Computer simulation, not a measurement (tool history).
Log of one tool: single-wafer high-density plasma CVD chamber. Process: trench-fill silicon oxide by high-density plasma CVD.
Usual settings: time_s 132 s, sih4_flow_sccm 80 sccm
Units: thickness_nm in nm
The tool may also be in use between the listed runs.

run,hour,time_s,sih4_flow_sccm,wafers since the last listed run,hours since the silane flow controller was replaced,hours since the gauge calibration,"read-back reference wafer on the same gauge, thickness_nm",thickness_nm
1,0.0,132,80,0,1455.7,558.0,893.868,932.076
2,31.0,132,80,319,1486.7,589.0,893.664,923.549
# hour 31.9: gauge calibrated
3,65.0,132,73,350,1520.7,33.1,892.477,875.525
4,115.3,132,73,518,1571.0,83.4,893.717,873.364
# hour 306.6: silane flow controller replaced
5,320.3,132,76,2030,13.7,288.4,892.975,929.373
6,350.6,132,76,312,44.0,318.7,892.855,926.951
7,386.1,132,76,365,79.5,354.2,893.962,931.089
8,417.6,132,80,324,111.0,385.7,892.526,960.726
9,447.2,132,80,305,140.6,415.3,894.055,959.331
10,472.1,116,72,256,165.5,440.2,890.666,790.131
11,512.5,132,76,416,205.9,480.6,894.609,930.667
# hour 535.8: gauge calibrated
12,551.6,132,80,402,245.0,15.8,894.850,954.877
13,608.3,154,95,584,301.7,72.5,894.088,1250.894
14,663.2,132,89,565,356.6,127.4,892.031,1021.219
15,728.6,115,94,674,422.0,192.8,891.748,932.370
16,781.1,156,95,541,474.5,245.3,893.829,1261.076
17,841.9,132,75,626,535.3,306.1,893.138,921.709
18,903.5,116,72,634,596.9,367.7,893.133,789.746
19,968.5,155,86,669,661.9,432.7,892.778,1183.061

Forecast each of these 4 alternatives for the next run:
A,968.9,132,66,4,662.3,433.1,?,?
B,968.9,120,94,4,662.3,433.1,?,?
C,968.9,132,94,4,662.3,433.1,?,?
D,968.9,111,75,4,662.3,433.1,?,?

run,"read-back reference wafer on the same gauge, thickness_nm",thickness_nm
A,892.397,846.407
B,892.397,956.968
C,892.397,1052.664
D,892.397,767.501
Without the tool's hidden state the same runs would have given:
run,thickness_nm
A,845.551
B,956.000
C,1051.600
D,766.725
